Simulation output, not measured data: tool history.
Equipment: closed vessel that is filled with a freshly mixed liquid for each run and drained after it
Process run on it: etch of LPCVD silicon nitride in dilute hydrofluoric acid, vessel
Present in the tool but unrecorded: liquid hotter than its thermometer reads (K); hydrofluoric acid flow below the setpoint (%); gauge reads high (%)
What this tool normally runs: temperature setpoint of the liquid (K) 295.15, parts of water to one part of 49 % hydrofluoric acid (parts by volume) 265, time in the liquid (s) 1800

run,hour,temperature setpoint of the liquid (K),parts of water to one part of 49 % hydrofluoric acid (parts by volume),time in the liquid (s),wafers since the last listed run,hours since the thermometer was replaced,hours since the hydrofluoric acid flow meter was replaced,hours since the gauge calibration,"read-back film thickness of the LPCVD silicon nitride reference wafer, read on the same gauge (nm)",thickness taken off the LPCVD silicon nitride on a monitor wafer (nm)
1,0,293.15,265,1800,0,2546.9,1159.2,350.3,90.008,3.384
2,50.5,293.15,265,1800,2310,2597.4,1209.7,400.8,89.97,3.388
3,92.5,295.15,265,1800,1921,2639.4,1251.7,442.8,89.985,3.759
4,132.8,295.15,265,1800,1844,2679.7,1292,483.1,89.974,3.884
5,188.9,295.15,265,1800,2567,2735.8,1348.1,539.2,90.04,3.87
6,213.8,295.15,265,1800,1139,2760.7,1373,564.1,90.014,3.843
7,279.7,295.15,265,1800,3015,2826.6,1438.9,630,90.019,3.869
# hour 322.6: thermometer replaced
8,356.3,295.15,265,1800,3459,33.7,1515.5,706.6,90,3.352
9,422,295.15,265,840,3006,99.4,1581.2,772.3,90.017,1.554
# hour 430.7: hydrofluoric acid flow meter replaced
10,475.9,291.65,265,2085,2420,153.3,45.2,826.2,90.014,3.13
# hour 501: gauge calibrated
11,539.2,298.65,160,1405,2896,216.6,108.5,38.2,89.984,5.397
12,589.9,295.15,205,2130,2320,267.3,159.2,88.9,89.974,5.131
13,642.9,293.15,265,1470,2425,320.3,212.2,141.9,89.966,2.404
14,667.6,293.65,165,1000,1130,345,236.9,166.6,90.009,2.734
15,706.2,295.15,265,1800,1766,383.6,275.5,205.2,89.995,3.405
16,741,297.65,265,1220,1592,418.4,310.3,240,90.003,2.701
17,784.1,295.15,205,1390,1972,461.5,353.4,283.1,89.999,3.365

4 options for the next run, each taken on its own from the tool as it stands now. Forecast them:
A,785.2,295.15,265,1800,50,462.6,354.5,284.2,?,?
B,785.2,295.15,380,1800,50,462.6,354.5,284.2,?,?
C,785.2,295.15,265,2140,50,462.6,354.5,284.2,?,?
D,785.2,299.15,220,1800,50,462.6,354.5,284.2,?,?

run,"read-back film thickness of the LPCVD silicon nitride reference wafer, read on the same gauge (nm)",thickness taken off the LPCVD silicon nitride on a monitor wafer (nm)
A,89.997,3.427
B,89.997,2.405
C,89.997,4.074
D,89.997,5.281
Without the tool's unlogged condition, the same runs would have read:
run,thickness taken off the LPCVD silicon nitride on a monitor wafer (nm)
A,3.292
B,2.314
C,3.914
D,5.077
